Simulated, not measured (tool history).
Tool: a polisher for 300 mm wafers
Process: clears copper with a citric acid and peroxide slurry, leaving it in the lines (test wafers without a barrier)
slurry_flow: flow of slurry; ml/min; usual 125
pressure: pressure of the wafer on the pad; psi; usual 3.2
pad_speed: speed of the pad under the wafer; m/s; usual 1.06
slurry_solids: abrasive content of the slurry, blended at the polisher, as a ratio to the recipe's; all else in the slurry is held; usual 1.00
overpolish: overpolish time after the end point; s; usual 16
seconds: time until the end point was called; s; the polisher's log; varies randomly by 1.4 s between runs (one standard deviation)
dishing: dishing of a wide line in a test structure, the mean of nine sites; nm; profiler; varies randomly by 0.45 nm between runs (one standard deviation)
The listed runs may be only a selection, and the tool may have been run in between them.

run,hour,slurry_flow,pressure,pad_speed,slurry_solids,overpolish,wafers since the last listed run,wafers polished on this pad,hours since the slurry nozzle was cleaned,hours since the head pressure was calibrated,hours since the slurry blender was calibrated,"incoming thickness of the incoming film, nm",seconds,dishing
1,0.0,125,3.2,0.78,1.00,16,0,1830,549.6,1010.5,147.8,339.2,205.7,20.3
2,78.2,125,3.2,1.06,1.00,16,614,2445,627.8,1088.7,226.0,338.2,148.2,26.0
# hour 141.2: slurry nozzle cleaned
3,153.0,125,3.2,1.06,1.00,16,580,3025,11.8,1163.5,300.8,330.7,125.7,30.8
4,234.0,125,3.2,1.06,1.00,16,636,3662,92.8,1244.5,381.8,337.5,130.2,29.9
# hour 278.4: worn pad replaced by a new one
5,303.4,125,3.2,1.16,1.00,16,514,196,162.2,1313.9,451.2,335.2,122.4,31.2
6,353.6,125,3.2,1.16,1.00,16,394,590,212.4,1364.1,501.4,338.4,125.9,30.8
# hour 391.2: head pressure recalibrated
7,421.4,125,3.2,1.16,1.00,16,517,1108,280.2,30.2,569.2,334.2,127.7,30.2
# hour 469.7: slurry blender recalibrated
8,511.3,125,3.2,0.88,1.05,16,691,1799,370.1,120.1,41.6,334.4,166.6,24.0
9,570.4,125,3.2,0.88,1.05,16,464,2263,429.2,179.2,100.7,334.7,173.4,22.8
10,653.2,125,3.2,1.06,1.00,16,650,2914,512.0,262.0,183.5,334.8,147.1,26.9
11,700.9,125,3.2,1.06,1.00,16,374,3289,559.7,309.7,231.2,339.8,148.5,26.7
# hour 816.7: worn pad replaced by a new one
# hour 852.5: slurry nozzle cleaned
12,862.4,125,3.2,1.06,1.00,16,1230,351,9.9,471.2,392.7,330.8,126.6,30.0
13,968.4,125,3.8,1.06,1.00,16,833,1184,115.9,577.2,498.7,333.3,114.5,33.7
# hour 1042.9: slurry blender recalibrated
14,1052.0,125,4.1,1.06,1.00,16,641,1826,199.5,660.8,9.1,334.8,111.2,34.8
15,1156.0,125,3.2,1.06,1.15,16,817,2643,303.5,764.8,113.1,328.9,133.3,28.1
16,1251.7,150,3.2,1.06,1.00,8,752,3396,399.2,860.5,208.8,334.1,135.6,15.3
17,1406.5,110,3.2,1.06,1.10,16,1216,4612,554.0,1015.3,363.6,337.3,152.6,26.2
# hour 1413.4: worn pad replaced by a new one
# hour 1458.3: slurry nozzle cleaned
18,1460.4,125,3.2,1.06,1.00,16,384,361,2.1,1069.2,417.5,336.2,126.3,29.8
19,1542.5,125,3.2,1.06,1.00,16,645,1007,84.2,1151.3,499.6,332.5,127.7,30.6
20,1605.1,80,3.5,1.06,0.75,25,492,1499,146.8,1213.9,562.2,333.2,154.8,37.0
21,1687.0,125,3.2,1.06,1.00,16,643,2142,228.7,1295.8,644.1,333.8,137.1,27.8
# hour 1718.7: slurry blender recalibrated
22,1762.4,125,2.3,1.06,1.00,16,577,2720,304.1,1371.2,43.7,330.8,178.7,21.5
23,1800.8,140,3.2,1.06,1.00,11,301,3021,342.5,1409.6,82.1,328.5,134.6,20.3
24,1857.1,150,4.1,1.06,1.00,16,442,3464,398.8,1465.9,138.4,332.3,111.1,35.0
# hour 1924.6: worn pad replaced by a new one
25,1958.0,125,2.2,1.20,1.00,16,761,262,499.7,1566.8,239.3,335.0,174.0,23.0
26,2034.6,110,4.0,1.06,1.00,12,602,864,576.3,1643.4,315.9,334.0,130.0,22.2
# hour 2036.9: head pressure recalibrated
27,2075.9,125,3.2,1.06,1.10,16,308,1173,617.6,39.0,357.2,336.2,144.6,27.6
# hour 2135.7: slurry nozzle cleaned
28,2144.5,160,3.2,0.86,1.00,16,531,1704,8.8,107.6,425.8,340.1,146.6,26.9
# hour 2277.7: slurry blender recalibrated
29,2431.0,125,3.2,1.16,1.00,16,2236,3941,295.3,394.1,153.3,333.7,127.9,30.0

List, for all runs, the conditions of the tool that the log does not record:
removal rate lost through wear of the pad, %: 0, the same for each run
deviation of the head's pressure from its setpoint, %: 0, the same for each run
abrasive missing from the slurry, %: 0, the same for each run
H1: slurry flow missing at the pad, %
run,H1
1,42.3
2,43.2
3,4.47
4,17.1
5,24.6
6,28.6
7,32.8
8,36.6
9,38.3
10,40.1
11,40.8
12,5.14
13,20.9
14,28.7
15,35
16,38.5
17,41.7
18,4.33
19,17.7
20,24.8
21,31.5
22,35.7
23,37.3
24,39.2
25,41.6
26,42.7
27,43.2
28,4.03
29,33.7
